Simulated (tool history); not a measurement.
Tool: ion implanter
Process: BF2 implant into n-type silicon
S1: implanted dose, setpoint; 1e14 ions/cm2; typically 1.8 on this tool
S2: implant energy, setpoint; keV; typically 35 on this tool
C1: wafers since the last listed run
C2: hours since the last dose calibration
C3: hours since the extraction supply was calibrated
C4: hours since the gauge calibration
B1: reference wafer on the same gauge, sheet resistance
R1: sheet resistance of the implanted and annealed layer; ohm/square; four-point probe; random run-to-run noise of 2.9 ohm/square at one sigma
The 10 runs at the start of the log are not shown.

{"run": 11, "hour": 765.2, "S1": 2.1, "S2": 42.5, "C1": 1472, "C2": 1279.8, "C3": 4774.2, "C4": 2988.3, "B1": 589.54, "R1": 425.54}
{"run": 12, "hour": 816.4, "S1": 1.8, "S2": 35, "C1": 1152, "C2": 1331, "C3": 4825.4, "C4": 3039.5, "B1": 591.44, "R1": 491.66}
{"run": 13, "hour": 871.4, "S1": 1.8, "S2": 35, "C1": 1238, "C2": 1386, "C3": 4880.4, "C4": 3094.5, "B1": 590.1, "R1": 491.56}
{"run": 14, "hour": 1121.0, "S1": 1.8, "S2": 35, "C1": 5619, "C2": 1635.6, "C3": 5130, "C4": 3344.1, "B1": 590.52, "R1": 496.98}
{"run": 15, "hour": 1199.2, "S1": 1.8, "S2": 35, "C1": 1760, "C2": 1713.8, "C3": 5208.2, "C4": 3422.3, "B1": 589.91, "R1": 488.85}
{"run": 16, "hour": 1257.6, "S1": 1.8, "S2": 35, "C1": 1314, "C2": 1772.2, "C3": 5266.6, "C4": 3480.7, "B1": 590.64, "R1": 491.53}
{"hour": 1321.5, "done": "gauge calibrated"}
{"run": 17, "hour": 1351.3, "S1": 1.8, "S2": 35, "C1": 2109, "C2": 1865.9, "C3": 5360.3, "C4": 29.8, "B1": 590.65, "R1": 491.7}
{"run": 18, "hour": 1458.0, "S1": 1.8, "S2": 35, "C1": 2402, "C2": 1972.6, "C3": 5467, "C4": 136.5, "B1": 590.12, "R1": 492.27}
{"hour": 1512.1, "done": "Faraday cup replaced and dose calibrated"}
{"run": 19, "hour": 1512.9, "S1": 1.49, "S2": 39, "C1": 1055, "C2": 0.8, "C3": 5521.9, "C4": 191.4, "B1": 589.11, "R1": 570.01}
{"run": 20, "hour": 1561.1, "S1": 1.55, "S2": 25, "C1": 1085, "C2": 49, "C3": 5570.1, "C4": 239.6, "B1": 589.79, "R1": 578.98}
{"run": 21, "hour": 1670.3, "S1": 2.2, "S2": 25.5, "C1": 2458, "C2": 158.2, "C3": 5679.3, "C4": 348.8, "B1": 591.18, "R1": 429.95}
{"run": 22, "hour": 1762.6, "S1": 2.01, "S2": 24.5, "C1": 2078, "C2": 250.5, "C3": 5771.6, "C4": 441.1, "B1": 590.1, "R1": 464.58}
{"run": 23, "hour": 1865.0, "S1": 1.8, "S2": 35, "C1": 2305, "C2": 352.9, "C3": 5874, "C4": 543.5, "B1": 590.21, "R1": 488.77}
{"run": 24, "hour": 1914.5, "S1": 2.24, "S2": 39.5, "C1": 1114, "C2": 402.4, "C3": 5923.5, "C4": 593, "B1": 591.4, "R1": 406.21}
{"hour": 2019.5, "done": "extraction supply calibrated"}
{"run": 25, "hour": 2020.0, "S1": 1.8, "S2": 46, "C1": 2195, "C2": 507.9, "C3": 0.5, "C4": 698.5, "B1": 590.21, "R1": 477.19}
{"run": 26, "hour": 2117.9, "S1": 1.8, "S2": 35, "C1": 2204, "C2": 605.8, "C3": 98.4, "C4": 796.4, "B1": 588.72, "R1": 491.16}
{"run": 27, "hour": 2197.8, "S1": 2.22, "S2": 38, "C1": 1798, "C2": 685.7, "C3": 178.3, "C4": 876.3, "B1": 590.57, "R1": 405.89}
{"run": 28, "hour": 2379.7, "S1": 1.8, "S2": 43.5, "C1": 4095, "C2": 867.6, "C3": 360.2, "C4": 1058.2, "B1": 590.16, "R1": 481.94}
{"run": 29, "hour": 2432.4, "S1": 1.59, "S2": 24, "C1": 1186, "C2": 920.3, "C3": 412.9, "C4": 1110.9, "B1": 590.53, "R1": 566.35}
{"run": 30, "hour": 2519.0, "S1": 2.19, "S2": 46.5, "C1": 1949, "C2": 1006.9, "C3": 499.5, "C4": 1197.5, "B1": 590.35, "R1": 401.5}
{"run": 31, "hour": 2571.2, "S1": 2.24, "S2": 35, "C1": 1175, "C2": 1059.1, "C3": 551.7, "C4": 1249.7, "B1": 590.17, "R1": 411.05}
{"run": 32, "hour": 2616.2, "S1": 1.8, "S2": 35, "C1": 1013, "C2": 1104.1, "C3": 596.7, "C4": 1294.7, "B1": 590.7, "R1": 495.22}
{"run": 33, "hour": 2665.6, "S1": 1.96, "S2": 47, "C1": 1112, "C2": 1153.5, "C3": 646.1, "C4": 1344.1, "B1": 589.78, "R1": 442.49}
{"run": 34, "hour": 2731.5, "S1": 1.8, "S2": 35, "C1": 1483, "C2": 1219.4, "C3": 712, "C4": 1410, "B1": 588.94, "R1": 492.61}
{"run": 35, "hour": 2804.7, "S1": 1.8, "S2": 42.5, "C1": 1648, "C2": 1292.6, "C3": 785.2, "C4": 1483.2, "B1": 590.07, "R1": 483.32}

Estimate the outcome of run 36 from the log above:
{"run": 36, "hour": 2905.2, "S1": 1.8, "S2": 39.5, "C1": 2262, "C2": 1393.1, "C3": 885.7, "C4": 1583.7, "B1": "?", "R1": "?"}

{"run 36": {"B1": 590.95, "R1": 490.64}}
If the tool had no hidden condition, the same run with the same run-to-run variation would have returned R1 490.64 ohm/square.
